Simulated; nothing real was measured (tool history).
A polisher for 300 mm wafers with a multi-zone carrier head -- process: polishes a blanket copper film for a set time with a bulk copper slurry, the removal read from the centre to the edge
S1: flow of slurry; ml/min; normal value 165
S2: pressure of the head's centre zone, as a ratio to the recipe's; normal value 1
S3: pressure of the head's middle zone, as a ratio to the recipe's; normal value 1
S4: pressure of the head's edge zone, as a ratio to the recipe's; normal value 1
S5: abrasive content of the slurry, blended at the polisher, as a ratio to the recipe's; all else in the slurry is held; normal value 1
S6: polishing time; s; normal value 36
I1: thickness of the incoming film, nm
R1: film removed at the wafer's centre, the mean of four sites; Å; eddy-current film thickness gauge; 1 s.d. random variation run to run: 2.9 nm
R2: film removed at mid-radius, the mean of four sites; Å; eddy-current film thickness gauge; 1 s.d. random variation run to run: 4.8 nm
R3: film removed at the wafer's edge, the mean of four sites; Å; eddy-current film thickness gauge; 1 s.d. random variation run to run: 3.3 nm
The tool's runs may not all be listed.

run	hour	S1	S2	S3	S4	S5	S6	I1	R1	R2	R3
1	0	165	1	1	1	1	36	2576.2	3125	3167	3126
# hour 47.9: worn pad replaced by a new one
2	58.5	165	1	1	1	1	36	2623.4	3310	3202	3327
3	113.7	165	0.93	1	1	1	36	2631.5	2963	3121	3144
# hour 138.8: slurry nozzle cleaned
4	158.5	165	1	1	1	1	36	2606.8	3109	3136	3126
5	201.1	165	1	1	1	1	36	2619.9	3106	3129	3100
# hour 259.6: worn pad replaced by a new one
# hour 376.1: edge zone pressure recalibrated
6	408.5	165	1	1	1	1	36	2591.9	3125	3069	3057
# hour 427.1: worn pad replaced by a new one
7	440	165	1.06	1	1	1	36	2603.2	3540	3259	3270
# hour 476.5: centre zone pressure recalibrated
8	480.2	165	1	1	1	1	36	2636.3	3262	3150	3225
9	532.1	165	1	1	1	1	36	2610.9	3139	3102	3204
# hour 550.5: slurry nozzle cleaned
10	566.5	165	1	1	1	1	36	2594	3129	3090	3121
# hour 601.2: worn pad replaced by a new one, of another model than before
11	638.3	165	1	1	1.11	0.7	36	2625.1	3011	2996	3140
12	664.7	165	0.93	0.89	1	1	36	2606.8	2966	2830	3251
13	700.6	165	1	1	1.04	1	36	2599.6	3148	3143	3206
# hour 748.1: carrier head's membrane replaced by a new one
14	754.4	120	1	1.04	1	0.85	24	2626.3	1697	1758	1789
# hour 774.6: worn pad replaced by a new one
# hour 873.6: slurry nozzle cleaned
15	913.9	165	1	1	0.96	1	36	2630.1	3116	3085	3066
16	944.7	215	0.93	0.89	1	1	36	2656.5	3134	2953	3217

Below, some changes in R1 between adjacent runs. For each, the amount present without the hidden state too (settings, incoming material, random variation) and the amount remaining for the hidden state with gauge scatter not shared by both compared results:
Hidden conditions of the tool in this case: removal rate lost through wear of the pad, %; slurry flow missing at the pad, %; deviation of the centre zone's pressure from its setpoint, %; deviation of the edge zone's pressure from its setpoint, %.
Run 6 -> 7: S2 1 -> 1.06, worn pad replaced by a new one. R1 +415 Å: hidden state +181, all else +234.
Run 13 -> 14: S1 165 -> 120, S3 1 -> 1.04, S4 1.04 -> 1, S5 1 -> 0.85, S6 36 -> 24, carrier head's membrane replaced by a new one. R1 -1451 Å: hidden state +72, all else -1523.

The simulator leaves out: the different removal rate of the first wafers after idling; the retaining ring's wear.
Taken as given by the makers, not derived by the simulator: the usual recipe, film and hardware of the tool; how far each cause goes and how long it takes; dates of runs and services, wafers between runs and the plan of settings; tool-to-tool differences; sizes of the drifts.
